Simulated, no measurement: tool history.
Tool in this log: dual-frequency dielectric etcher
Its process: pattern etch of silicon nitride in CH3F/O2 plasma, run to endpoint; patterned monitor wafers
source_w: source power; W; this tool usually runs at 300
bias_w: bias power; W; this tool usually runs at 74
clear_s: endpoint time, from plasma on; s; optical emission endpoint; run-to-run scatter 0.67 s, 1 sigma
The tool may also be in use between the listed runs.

run     day  source_w  bias_w  incoming incoming film thickness, nm  clear_s
  1       0       300      74                                  71.6     78.4
  2   1.233       300      74                                    72     79.5
  3   2.292       300      74                                  72.4       82
  4     3.2       260      88                                  71.8     78.4
  5   4.354       260      88                                  72.4     79.4
  6   5.142       260      88                                  72.8     80.5
  7   6.583       300      74                                  72.2     82.4
      7.908  -- wet clean of the chamber
  8   7.929       300      88                                    72     71.7
  9   8.533       300      88                                  72.2     72.7
 10   9.833       300      88                                  73.5     72.9
 11  11.308       240      74                                  72.5     80.4
 12  11.838       240      74                                  72.6     81.3
 13  13.304       300      74                                  71.3     76.6
      13.95  -- source power generator calibrated
 14    14.2       300      74                                  71.8     75.8
 15  14.733       300      74                                  72.6     78.5
 16  15.958       300      74                                    72     77.9
 17      17       300      74                                  72.7     78.7
 18  18.462       300      74                                  72.2       79
 19  19.662       300      74                                  71.7       78
 20  20.304       300      67                                  72.4     82.7
 21  21.271       370      87                                  72.1     71.1
     22.288  -- upper electrode replaced
 22  22.308       300      74                                  72.2       79
 23  22.604       300      74                                  73.7     80.9
 24  24.062       360      85                                  72.5     73.3
     25.088  -- wet clean of the chamber
 25  25.108       300      81                                  71.8     74.7
 26  25.292       360      67                                  72.4     76.7
 27  26.246       300      91                                  70.7     70.5
     27.162  -- bias power generator calibrated
 28  27.446       250      74                                  72.6     82.1
 29  28.442       230      82                                  71.7     78.4
 30  29.562       270      84                                  72.7     76.9
 31  30.512       300      74                                  71.4     78.7
 32  31.554       330      85                                  72.2     74.3
 33  32.288       360      59                                  72.7       83
 34  33.617       230      92                                  72.7       79
 35  34.571       300      74                                  72.5     81.4

Alternative continuations, all from the tool just after run 35; predict every row:
  A  34.592       220      74                                  72.8        ?
  B  34.592       250      68                                  72.8        ?
  C  34.592       240      57                                  72.8        ?

run  clear_s
  A     85.6
  B     85.9
  C     91.8
Without the tool's hidden state the same runs would have given:
run  clear_s
  A     82.9
  B     83.1
  C     88.9
